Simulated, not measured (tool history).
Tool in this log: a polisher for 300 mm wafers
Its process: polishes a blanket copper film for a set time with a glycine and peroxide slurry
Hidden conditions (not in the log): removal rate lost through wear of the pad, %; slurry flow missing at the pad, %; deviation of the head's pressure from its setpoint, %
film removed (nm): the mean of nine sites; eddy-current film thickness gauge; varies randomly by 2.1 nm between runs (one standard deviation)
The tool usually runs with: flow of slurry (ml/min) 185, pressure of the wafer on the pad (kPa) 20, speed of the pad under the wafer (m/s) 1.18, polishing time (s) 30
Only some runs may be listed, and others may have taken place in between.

run    hour  flow of slurry (ml/min)  pressure of the wafer on the pad (kPa)  speed of the pad under the wafer (m/s)  polishing time (s)  wafers since the last listed run  wafers polished on this pad  hours since the slurry nozzle was cleaned  hours since the head pressure was calibrated  incoming thickness of the incoming film, nm  film removed (nm)
  1       0                      185                                      20                                    1.18                  30                                 0                         2131                                      126.6                                         290.7                                         1010              158.3
  2    27.1                      185                                      20                                    1.18                  30                               414                         2546                                      153.7                                         317.8                                       1020.4              160.4
       73.3  -- worn pad replaced by a new one
  3    85.9                      185                                      20                                    1.18                  30                               838                          193                                      212.5                                         376.6                                       1007.4              171.5
  4   118.9                      185                                    15.9                                    1.18                  30                               505                          698                                      245.5                                         409.6                                         1010              140.2
  5   179.9                      185                                    15.9                                    1.18                  30                               933                         1631                                      306.5                                         470.6                                       1009.7              135.5
  6   235.2                      185                                    15.9                                    1.18                  30                               846                         2477                                      361.8                                         525.9                                       1015.2                133
  7   277.5                      185                                      20                                     1.4                  30                               647                         3125                                      404.1                                         568.2                                       1023.4              191.9
      295.8  -- slurry nozzle cleaned
      322.1  -- worn pad replaced by a new one
  8   333.9                      185                                      20                                     1.4                  30                               786                          180                                       38.1                                         624.6                                       1020.4              204.8
  9   469.4                      185                                      20                                    1.18                  30                              2073                         2253                                      173.6                                         760.1                                       1018.6              170.5
 10   501.2                      185                                      20                                    1.18                  30                               486                         2740                                      205.4                                         791.9                                         1001              168.9
      518.7  -- worn pad replaced by a new one
 11   561.7                      185                                      20                                    1.18                  30                               864                          658                                      265.9                                         852.4                                       1008.9              180.6
 12   608.5                      185                                      20                                    1.18                  30                               716                         1374                                      312.7                                         899.2                                       1015.9                177
 13   636.7                      185                                    15.9                                     1.4                  21                               431                         1805                                      340.9                                         927.4                                       1007.3              116.2
 14   696.1                      185                                      20                                    1.18                  30                               909                         2714                                      400.3                                         986.8                                       1025.9              171.6
      736.8  -- worn pad replaced by a new one
      737.5  -- slurry nozzle cleaned
      759.8  -- head pressure recalibrated
 15   765.4                      185                                      20                                    1.18                  30                               958                          396                                       27.9                                           5.6                                        998.3              166.1
 16     833                      125                                    13.8                                       1                  30                              1034                         1431                                       95.5                                          73.2                                       1024.3               96.4
 17   874.1                      215                                    15.9                                    1.46                  30                               628                         2060                                      136.6                                         114.3                                       1001.4              159.8
 18   928.9                      140                                    22.1                                     1.3                  37                               838                         2898                                      191.4                                         169.1                                       1020.9              216.4
 19   963.2                      185                                    24.1                                    1.18                  35                               524                         3423                                      225.7                                         203.4                                       1015.1              206.7
      979.2  -- worn pad replaced by a new one
 20  1003.5                      185                                    14.5                                    1.34                  30                               555                          372                                        266                                         243.7                                       1002.9                144
 21  1065.6                      185                                    16.5                                    1.18                  30                               950                         1322                                      328.1                                         305.8                                       1007.9              142.7
 22  1134.9                      185                                      20                                    1.18                  30                              1060                         2383                                      397.4                                         375.1                                       1031.6              157.7

Entry by entry between the runs, the difference in hidden state between the last listed run before and the first listed run after:
From run 2 to run 3: worn pad replaced by a new one (hour 73.3)
  removal rate lost through wear of the pad, %: 10.8 -> 1.81; deviation of the head's pressure from its setpoint, %: 5.25 -> 5.9
  the result without the hidden state subtracted from the measured one, film removed (nm): -11.8 -> +5.2
From run 7 to run 8: slurry nozzle cleaned (hour 295.8); worn pad replaced by a new one (hour 322.1)
  removal rate lost through wear of the pad, %: 11.3 -> 1.22; deviation of the head's pressure from its setpoint, %: 8.03 -> 8.66
  the result without the hidden state subtracted from the measured one, film removed (nm): -10.2 -> +12.1
From run 10 to run 11: worn pad replaced by a new one (hour 518.7)
  removal rate lost through wear of the pad, %: 9.51 -> 2.26; deviation of the head's pressure from its setpoint, %: 10.5 -> 11.2
  the result without the hidden state subtracted from the measured one, film removed (nm): -2.4 -> +11.9
From run 14 to run 15: worn pad replaced by a new one (hour 736.8); slurry nozzle cleaned (hour 737.5); head pressure recalibrated (hour 759.8)
  removal rate lost through wear of the pad, %: 8.92 -> 2.93; deviation of the head's pressure from its setpoint, %: 12.7 -> 0.666
  the result without the hidden state subtracted from the measured one, film removed (nm): +1.5 -> -4
From run 19 to run 20: worn pad replaced by a new one (hour 979.2)
  removal rate lost through wear of the pad, %: 12.7 -> 3.35; deviation of the head's pressure from its setpoint, %: 2.86 -> 3.31
  the result without the hidden state subtracted from the measured one, film removed (nm): -24.4 -> -1
